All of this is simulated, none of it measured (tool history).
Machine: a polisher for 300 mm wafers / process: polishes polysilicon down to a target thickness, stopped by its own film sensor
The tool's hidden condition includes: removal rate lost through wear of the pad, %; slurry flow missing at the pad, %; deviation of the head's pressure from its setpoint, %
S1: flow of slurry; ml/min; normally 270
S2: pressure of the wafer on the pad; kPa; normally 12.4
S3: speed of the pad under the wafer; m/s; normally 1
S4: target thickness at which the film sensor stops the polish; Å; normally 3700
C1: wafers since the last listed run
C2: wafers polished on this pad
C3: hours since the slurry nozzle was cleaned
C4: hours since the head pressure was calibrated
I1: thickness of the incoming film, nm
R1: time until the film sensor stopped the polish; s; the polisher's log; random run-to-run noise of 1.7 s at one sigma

| run | hour | S1 | S2 | S3 | S4 | C1 | C2 | C3 | C4 | I1 | R1 |
|---|---|---|---|---|---|---|---|---|---|---|---|
| 1 | 0 | 270 | 12.4 | 1 | 3700 | 0 | 484 | 683.6 | 105.3 | 905.9 | 150.3 |
| 2 | 8.8 | 270 | 12.4 | 1 | 3700 | 51 | 536 | 692.4 | 114.1 | 915.3 | 154.2 |
| 3 | 15.1 | 270 | 12.4 | 0.76 | 3700 | 36 | 573 | 698.7 | 120.4 | 896 | 198.4 |
| 4 | 30.4 | 270 | 12.4 | 0.76 | 3700 | 89 | 663 | 714 | 135.7 | 925 | 203.5 |
|  | 39.3 | worn pad replaced by a new one |
| 5 | 39.8 | 270 | 12.4 | 0.76 | 3700 | 31 | 2 | 723.4 | 145.1 | 925.4 | 181 |
| 6 | 47.6 | 270 | 13.1 | 1 | 3700 | 45 | 48 | 731.2 | 152.9 | 897.8 | 126.9 |
| 7 | 57.4 | 270 | 14.5 | 1 | 3700 | 57 | 106 | 741 | 162.7 | 909.3 | 121.5 |
| 8 | 69.7 | 270 | 14.5 | 1 | 3700 | 72 | 178 | 753.3 | 175 | 905.4 | 123.4 |
| 9 | 86.8 | 270 | 14.5 | 1 | 3700 | 100 | 278 | 770.4 | 192.1 | 905.1 | 127 |
| 10 | 95.2 | 270 | 12.4 | 1.2 | 3700 | 49 | 327 | 778.8 | 200.5 | 906.3 | 122.6 |
| 11 | 106.1 | 270 | 12.4 | 1 | 3700 | 63 | 391 | 789.7 | 211.4 | 910.7 | 149.2 |
| 12 | 121.5 | 270 | 12.4 | 1 | 3700 | 90 | 481 | 805.1 | 226.8 | 915.2 | 150.2 |
|  | 131.9 | slurry nozzle cleaned |
| 13 | 145.5 | 270 | 12.4 | 1 | 3700 | 134 | 616 | 13.6 | 250.8 | 925.2 | 157.5 |
|  | 155.3 | worn pad replaced by a new one |
| 14 | 156 | 270 | 12.4 | 1 | 3700 | 38 | 4 | 24.1 | 261.3 | 911.1 | 134.4 |
| 15 | 162.6 | 270 | 12.4 | 1 | 3700 | 38 | 43 | 30.7 | 267.9 | 908.2 | 135.5 |
| 16 | 177.4 | 270 | 10.3 | 0.86 | 3160 | 86 | 129 | 45.5 | 282.7 | 909.4 | 217.3 |
| 17 | 189.7 | 300 | 15.9 | 1.12 | 2020 | 72 | 201 | 57.8 | 295 | 901.9 | 129.4 |
| 18 | 199.8 | 175 | 12.4 | 1 | 3700 | 59 | 261 | 67.9 | 305.1 | 915.7 | 157 |
| 19 | 212 | 200 | 15.2 | 0.76 | 3700 | 71 | 332 | 80.1 | 317.3 | 896.5 | 167.1 |
| 20 | 227.6 | 330 | 15.9 | 1.14 | 4750 | 91 | 424 | 95.7 | 332.9 | 906.7 | 80.2 |
| 21 | 238.7 | 270 | 12.4 | 1 | 3700 | 65 | 489 | 106.8 | 344 | 918.3 | 157.2 |
| 22 | 246.1 | 270 | 9.7 | 1 | 3700 | 43 | 532 | 114.2 | 351.4 | 911.4 | 192.9 |
| 23 | 262.7 | 270 | 13.8 | 1 | 2510 | 97 | 629 | 130.8 | 368 | 913.6 | 169.5 |
|  | 270.5 | head pressure recalibrated |
|  | 275.7 | worn pad replaced by a new one, of another model than before |
| 24 | 279.6 | 220 | 12.4 | 1.32 | 2670 | 63 | 22 | 147.7 | 9.1 | 906.5 | 136.5 |
| 25 | 293.4 | 175 | 10.3 | 1.34 | 2470 | 80 | 103 | 161.5 | 22.9 | 913.9 | 177.3 |
| 26 | 307 | 270 | 15.2 | 1 | 2110 | 79 | 183 | 175.1 | 36.5 | 918.5 | 163.9 |
| 27 | 320.5 | 270 | 12.4 | 1 | 2540 | 79 | 262 | 188.6 | 50 | 894.3 | 175.8 |
| 28 | 338.3 | 205 | 12.4 | 1.14 | 3700 | 104 | 367 | 206.4 | 67.8 | 905.1 | 142.4 |
| 29 | 353.8 | 270 | 14.5 | 1 | 3700 | 90 | 457 | 221.9 | 83.3 | 921.2 | 142.8 |
| 30 | 365.5 | 220 | 12.4 | 1 | 3060 | 68 | 526 | 233.6 | 95 | 906.3 | 170.4 |
|  | 374.3 | worn pad replaced by a new one |
| 31 | 380 | 335 | 11 | 1.26 | 4310 | 61 | 33 | 248.1 | 109.5 | 901.2 | 111 |
| 32 | 391.5 | 200 | 9 | 1 | 4660 | 67 | 101 | 259.6 | 121 | 910.9 | 144.6 |
| 33 | 404.8 | 270 | 12.4 | 1 | 3700 | 77 | 179 | 272.9 | 134.3 | 915.2 | 143.8 |
| 34 | 417.9 | 305 | 9.7 | 1.34 | 3700 | 76 | 255 | 286 | 147.4 | 925 | 148.8 |
| 35 | 430.1 | 270 | 12.4 | 1 | 3700 | 71 | 327 | 298.2 | 159.6 | 899.9 | 145.3 |
|  | 480.3 | worn pad replaced by a new one |
| 36 | 481 | 235 | 15.9 | 0.66 | 5170 | 275 | 3 | 349.1 | 210.5 | 903 | 97.6 |

State the hidden condition of the tool at each of the runs:
slurry flow missing at the pad, %: 0 in every run
deviation of the head's pressure from its setpoint, %: 0 in every run
H1: removal rate lost through wear of the pad, %
| run | H1 |
|---|---|
| 1 | 12.7 |
| 2 | 12.9 |
| 3 | 13.1 |
| 4 | 13.4 |
| 5 | 1.71 |
| 6 | 4.12 |
| 7 | 6.5 |
| 8 | 8.7 |
| 9 | 10.8 |
| 10 | 11.5 |
| 11 | 12.2 |
| 12 | 12.9 |
| 13 | 13.5 |
| 14 | 1.63 |
| 15 | 3.69 |
| 16 | 7.14 |
| 17 | 9.11 |
| 18 | 10.3 |
| 19 | 11.4 |
| 20 | 12.3 |
| 21 | 12.7 |
| 22 | 13 |
| 23 | 13.3 |
| 24 | 2.93 |
| 25 | 6.51 |
| 26 | 8.93 |
| 27 | 10.6 |
| 28 | 12 |
| 29 | 12.8 |
| 30 | 13.2 |
| 31 | 2.18 |
| 32 | 5.1 |
| 33 | 7.51 |
| 34 | 9.16 |
| 35 | 10.2 |
| 36 | 2.69 |
